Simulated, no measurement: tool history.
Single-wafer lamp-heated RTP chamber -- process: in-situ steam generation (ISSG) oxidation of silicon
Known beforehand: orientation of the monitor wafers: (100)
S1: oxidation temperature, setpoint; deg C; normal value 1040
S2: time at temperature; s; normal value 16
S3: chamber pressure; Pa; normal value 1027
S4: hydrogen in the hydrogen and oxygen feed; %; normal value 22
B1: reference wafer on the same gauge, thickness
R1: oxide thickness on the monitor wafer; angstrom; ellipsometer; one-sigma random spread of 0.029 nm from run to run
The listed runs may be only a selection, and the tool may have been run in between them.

| run | hour | S1 | S2 | S3 | S4 | B1 | R1 |
|---|---|---|---|---|---|---|---|
| 1 | 0.0 | 1040 | 16 | 1027 | 27 | 7.039 | 63.15 |
| 2 | 79.0 | 1040 | 16 | 1080 | 22 | 7.059 | 60.13 |
| 3 | 117.3 | 1040 | 16 | 1080 | 22 | 7.040 | 60.76 |
| 4 | 186.3 | 1040 | 16 | 1080 | 22 | 7.039 | 61.67 |
| 5 | 244.3 | 1056 | 19 | 1027 | 22 | 7.045 | 72.98 |
|  | 272.7 | pyrometer window cleaned and pyrometer calibrated |
| 6 | 314.7 | 1056 | 19 | 1027 | 22 | 7.060 | 70.31 |
| 7 | 344.0 | 1056 | 19 | 1027 | 22 | 7.058 | 70.60 |
| 8 | 372.5 | 1045 | 16 | 1027 | 22 | 7.037 | 61.05 |
| 9 | 405.6 | 1045 | 16 | 1027 | 22 | 7.052 | 60.53 |
| 10 | 442.8 | 1040 | 16 | 1027 | 22 | 7.054 | 59.77 |
| 11 | 514.4 | 1040 | 16 | 1027 | 22 | 7.045 | 60.50 |
| 12 | 560.4 | 1040 | 16 | 1027 | 22 | 7.040 | 60.48 |
| 13 | 597.1 | 1036 | 13 | 1027 | 22 | 7.038 | 54.34 |
| 14 | 664.6 | 1036 | 13 | 1027 | 22 | 7.056 | 55.13 |
|  | 688.2 | pyrometer window cleaned and pyrometer calibrated |
| 15 | 707.9 | 1055 | 21 | 1213 | 25 | 7.042 | 75.20 |
| 16 | 773.7 | 1040 | 16 | 1027 | 22 | 7.054 | 59.34 |
| 17 | 810.0 | 1040 | 16 | 1027 | 22 | 7.037 | 59.69 |
| 18 | 836.3 | 1048 | 16 | 1133 | 26 | 7.044 | 64.83 |
|  | 839.6 | gauge calibrated |
| 19 | 1026.0 | 1048 | 22 | 1147 | 17 | 7.051 | 71.62 |
|  | 1061.0 | hydrogen flow controller replaced |
| 20 | 1080.7 | 1024 | 16 | 920 | 29 | 7.049 | 61.59 |
|  | 1095.2 | pyrometer window cleaned and pyrometer calibrated |
| 21 | 1199.3 | 1053 | 11 | 1027 | 29 | 7.059 | 57.12 |
| 22 | 1231.5 | 1034 | 21 | 1200 | 18 | 7.044 | 63.07 |
|  | 1256.7 | pressure gauge zeroed |
| 23 | 1295.4 | 1047 | 16 | 1027 | 22 | 7.044 | 62.27 |
| 24 | 1360.2 | 1040 | 16 | 1027 | 31 | 7.045 | 66.51 |
| 25 | 1388.5 | 1053 | 11 | 1027 | 29 | 7.049 | 58.22 |
|  | 1444.2 | pyrometer window cleaned and pyrometer calibrated |
| 26 | 1457.4 | 1040 | 16 | 1027 | 22 | 7.050 | 59.50 |
| 27 | 1520.3 | 1024 | 16 | 1027 | 22 | 7.055 | 55.62 |
| 28 | 1583.0 | 1040 | 19 | 1173 | 15 | 7.053 | 59.41 |
| 29 | 1644.4 | 1040 | 11 | 1027 | 27 | 7.052 | 53.02 |

Alternative continuations, all from the tool just after run 29; predict every row:
| A | 1644.8 | 1040 | 16 | 1027 | 22 | ? | ? |
| B | 1644.8 | 1040 | 13 | 1027 | 22 | ? | ? |
| C | 1644.8 | 1040 | 16 | 933 | 22 | ? | ? |
| D | 1644.8 | 1047 | 16 | 933 | 22 | ? | ? |

| run | B1 | R1 |
|---|---|---|
| A | 7.060 | 60.70 |
| B | 7.060 | 54.79 |
| C | 7.060 | 60.49 |
| D | 7.060 | 62.68 |
Had the tool no hidden state, the same runs would have come out as:
| run | R1 |
|---|---|
| A | 59.64 |
| B | 53.88 |
| C | 59.43 |
| D | 61.55 |

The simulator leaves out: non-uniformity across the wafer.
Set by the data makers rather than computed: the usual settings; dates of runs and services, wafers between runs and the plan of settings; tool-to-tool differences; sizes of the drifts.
